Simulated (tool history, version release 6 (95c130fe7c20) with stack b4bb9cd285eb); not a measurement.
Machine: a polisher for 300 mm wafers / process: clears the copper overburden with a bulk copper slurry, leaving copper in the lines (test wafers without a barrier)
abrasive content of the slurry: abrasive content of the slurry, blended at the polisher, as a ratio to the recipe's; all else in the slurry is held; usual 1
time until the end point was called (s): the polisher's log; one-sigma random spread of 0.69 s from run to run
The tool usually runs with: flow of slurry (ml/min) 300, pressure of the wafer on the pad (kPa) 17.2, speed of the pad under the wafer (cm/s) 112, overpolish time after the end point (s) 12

| run | hour | flow of slurry (ml/min) | pressure of the wafer on the pad (kPa) | speed of the pad under the wafer (cm/s) | abrasive content of the slurry | overpolish time after the end point (s) | wafers since the last listed run | wafers polished on this pad | hours since the slurry nozzle was cleaned | hours since the head pressure was calibrated | hours since the slurry blender was calibrated | incoming thickness of the incoming film, nm | time until the end point was called (s) |
|---|---|---|---|---|---|---|---|---|---|---|---|---|---|
| 1 | 0 | 300 | 17.2 | 112 | 1 | 12 | 0 | 3438 | 105.5 | 260 | 117.3 | 611.4 | 71.5 |
|  | 39.5 | worn pad replaced by a new one |
| 2 | 86.2 | 300 | 17.2 | 112 | 1 | 12 | 799 | 453 | 191.7 | 346.2 | 203.5 | 603 | 70.6 |
| 3 | 124 | 300 | 17.2 | 112 | 1 | 12 | 367 | 821 | 229.5 | 384 | 241.3 | 612.3 | 73 |
| 4 | 209 | 300 | 17.2 | 112 | 1 | 12 | 826 | 1647 | 314.5 | 469 | 326.3 | 612.1 | 72.4 |
|  | 218 | head pressure recalibrated |
|  | 241 | slurry blender recalibrated |
| 5 | 274.6 | 300 | 17.2 | 112 | 1 | 12 | 598 | 2246 | 380.1 | 56.6 | 33.6 | 606.3 | 67.7 |
| 6 | 365.1 | 300 | 17.2 | 112 | 1 | 12 | 879 | 3125 | 470.6 | 147.1 | 124.1 | 613.7 | 69.3 |
|  | 394.7 | slurry nozzle cleaned |
| 7 | 436.2 | 300 | 17.2 | 112 | 0.8 | 12 | 681 | 3807 | 41.5 | 218.2 | 195.2 | 614 | 72.6 |
|  | 464.4 | worn pad replaced by a new one |
| 8 | 510.7 | 300 | 17.2 | 112 | 0.8 | 12 | 685 | 450 | 116 | 292.7 | 269.7 | 604 | 72.6 |
| 9 | 600.8 | 300 | 17.2 | 112 | 0.8 | 12 | 875 | 1326 | 206.1 | 382.8 | 359.8 | 614.1 | 75.5 |
| 10 | 639.1 | 300 | 17.2 | 112 | 1 | 12 | 372 | 1698 | 244.4 | 421.1 | 398.1 | 603.9 | 70.1 |
|  | 692.7 | slurry blender recalibrated |
| 11 | 701.1 | 300 | 17.2 | 128 | 1 | 12 | 583 | 2281 | 306.4 | 483.1 | 8.4 | 611 | 64.4 |
| 12 | 748.6 | 300 | 17.2 | 128 | 1 | 12 | 461 | 2743 | 353.9 | 530.6 | 55.9 | 615.8 | 64.3 |
|  | 778.4 | head pressure recalibrated |
|  | 812.8 | worn pad replaced by a new one |
| 13 | 821.6 | 300 | 17.2 | 128 | 1 | 12 | 651 | 85 | 426.9 | 43.2 | 128.9 | 607.6 | 60.3 |
| 14 | 871.1 | 300 | 20.7 | 112 | 1 | 12 | 481 | 566 | 476.4 | 92.7 | 178.4 | 609.1 | 58.3 |
| 15 | 947.1 | 300 | 17.2 | 128 | 1 | 12 | 738 | 1305 | 552.4 | 168.7 | 254.4 | 610.5 | 62 |
|  | 960.8 | slurry nozzle cleaned |
|  | 1043.8 | slurry blender recalibrated |
| 16 | 1045.1 | 300 | 17.2 | 112 | 1.25 | 12 | 923 | 2229 | 84.3 | 266.7 | 1.3 | 607.6 | 68.1 |
| 17 | 1101.7 | 245 | 13.1 | 146 | 1 | 12 | 550 | 2779 | 140.9 | 323.3 | 57.9 | 616 | 75.8 |
|  | 1162.7 | worn pad replaced by a new one, of another model than before |
|  | 1230.3 | head pressure recalibrated |
| 18 | 1382.4 | 300 | 17.2 | 128 | 1 | 12 | 2670 | 2116 | 421.6 | 152.1 | 338.6 | 606.2 | 65.1 |
|  | 1412.9 | slurry blender recalibrated |
| 19 | 1449.3 | 300 | 17.2 | 112 | 0.8 | 12 | 630 | 2747 | 488.5 | 219 | 36.4 | 616.5 | 73.8 |
|  | 1491.3 | slurry nozzle cleaned |
| 20 | 1541 | 300 | 11.7 | 112 | 1 | 12 | 881 | 3628 | 49.7 | 310.7 | 128.1 | 596.8 | 88.5 |
|  | 1568.9 | worn pad replaced by a new one |
| 21 | 1619.9 | 300 | 17.2 | 112 | 1 | 8 | 728 | 495 | 128.6 | 389.6 | 207 | 598.9 | 69.6 |
| 22 | 1703.4 | 300 | 22.1 | 112 | 0.75 | 6 | 811 | 1307 | 212.1 | 473.1 | 290.5 | 606 | 63.3 |
| 23 | 1772.4 | 350 | 17.2 | 112 | 1 | 12 | 670 | 1978 | 281.1 | 542.1 | 359.5 | 601.1 | 70.1 |
|  | 1787.8 | head pressure recalibrated |
| 24 | 1854.6 | 330 | 17.2 | 112 | 1 | 12 | 779 | 2757 | 363.3 | 66.8 | 441.7 | 607.9 | 67.1 |
|  | 1859.9 | slurry blender recalibrated |
| 25 | 1906.8 | 300 | 17.2 | 112 | 1 | 12 | 487 | 3245 | 415.5 | 119 | 46.9 | 620.7 | 70.2 |
| 26 | 1966.7 | 300 | 13.8 | 112 | 1 | 12 | 582 | 3828 | 475.4 | 178.9 | 106.8 | 610.8 | 80.4 |

Branching from run 26: 5 alternative next runs. What would each branch give?
| A | 1967.1 | 300 | 17.2 | 112 | 1 | 7 | 3 | 3832 | 475.8 | 179.3 | 107.2 | 608.3 | ? |
| B | 1967.1 | 230 | 17.2 | 112 | 1 | 6 | 3 | 3832 | 475.8 | 179.3 | 107.2 | 608.3 | ? |
| C | 1967.1 | 375 | 13.1 | 86 | 1 | 15 | 3 | 3832 | 475.8 | 179.3 | 107.2 | 608.3 | ? |
| D | 1967.1 | 300 | 11 | 112 | 1 | 12 | 3 | 3832 | 475.8 | 179.3 | 107.2 | 608.3 | ? |
| E | 1967.1 | 300 | 22.1 | 112 | 1 | 9 | 3 | 3832 | 475.8 | 179.3 | 107.2 | 608.3 | ? |

| run | time until the end point was called (s) |
|---|---|
| A | 69 |
| B | 72.1 |
| C | 92.4 |
| D | 90.6 |
| E | 58.2 |
Without the tool's hidden state the same runs would have given:
| run | time until the end point was called (s) |
|---|---|
| A | 68.2 |
| B | 71.3 |
| C | 91.3 |
| D | 89.6 |
| E | 57.6 |

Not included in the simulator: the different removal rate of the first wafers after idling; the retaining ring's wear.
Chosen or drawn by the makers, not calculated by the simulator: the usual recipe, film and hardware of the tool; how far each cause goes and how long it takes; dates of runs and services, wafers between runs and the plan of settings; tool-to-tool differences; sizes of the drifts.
